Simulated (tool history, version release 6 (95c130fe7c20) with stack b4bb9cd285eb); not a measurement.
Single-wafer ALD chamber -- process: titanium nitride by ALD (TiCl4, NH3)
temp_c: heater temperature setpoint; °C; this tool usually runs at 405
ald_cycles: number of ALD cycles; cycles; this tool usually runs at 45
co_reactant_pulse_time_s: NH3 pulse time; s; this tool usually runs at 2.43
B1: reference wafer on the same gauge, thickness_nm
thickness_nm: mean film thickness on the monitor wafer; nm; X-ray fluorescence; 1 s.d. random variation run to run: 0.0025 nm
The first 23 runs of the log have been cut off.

run 24 hour=2249.9 | temp_c=416 ald_cycles=45 co_reactant_pulse_time_s=1.59 | B1=1.100 | thickness_nm=0.993
run 25 hour=2301.6 | temp_c=412 ald_cycles=38 co_reactant_pulse_time_s=3.28 | B1=1.100 | thickness_nm=0.865
run 26 hour=2364.2 | temp_c=400 ald_cycles=51 co_reactant_pulse_time_s=1.78 | B1=1.101 | thickness_nm=1.134
run 27 hour=2442.3 | temp_c=392 ald_cycles=45 co_reactant_pulse_time_s=1.96 | B1=1.100 | thickness_nm=1.003
run 28 hour=2522.4 | temp_c=413 ald_cycles=48 co_reactant_pulse_time_s=3.06 | B1=1.100 | thickness_nm=1.095
run 29 hour=2605.1 | temp_c=405 ald_cycles=45 co_reactant_pulse_time_s=2.43 | B1=1.100 | thickness_nm=1.014
-- hour=2658.4 showerhead replaced
run 30 hour=2687.1 | temp_c=405 ald_cycles=45 co_reactant_pulse_time_s=3.04 | B1=1.100 | thickness_nm=1.021
run 31 hour=2750.9 | temp_c=394 ald_cycles=41 co_reactant_pulse_time_s=1.70 | B1=1.101 | thickness_nm=0.906
run 32 hour=2854.9 | temp_c=396 ald_cycles=45 co_reactant_pulse_time_s=2.43 | B1=1.100 | thickness_nm=1.009
run 33 hour=2913.7 | temp_c=405 ald_cycles=45 co_reactant_pulse_time_s=2.43 | B1=1.101 | thickness_nm=1.017
run 34 hour=2994.5 | temp_c=405 ald_cycles=43 co_reactant_pulse_time_s=2.43 | B1=1.100 | thickness_nm=0.972
run 35 hour=3083.2 | temp_c=405 ald_cycles=45 co_reactant_pulse_time_s=2.43 | B1=1.100 | thickness_nm=1.014
run 36 hour=3143.7 | temp_c=405 ald_cycles=45 co_reactant_pulse_time_s=2.72 | B1=1.100 | thickness_nm=1.016
run 37 hour=3236.8 | temp_c=393 ald_cycles=40 co_reactant_pulse_time_s=1.46 | B1=1.100 | thickness_nm=0.871

What will run 38 give?
run 38 hour=3304.9 | temp_c=405 ald_cycles=45 co_reactant_pulse_time_s=2.12 | B1=? | thickness_nm=?

{"run 38": {"B1": 1.099, "thickness_nm": 1.007}}
Had the tool carried no hidden state, the very same run would have given thickness_nm 1.007 nm.
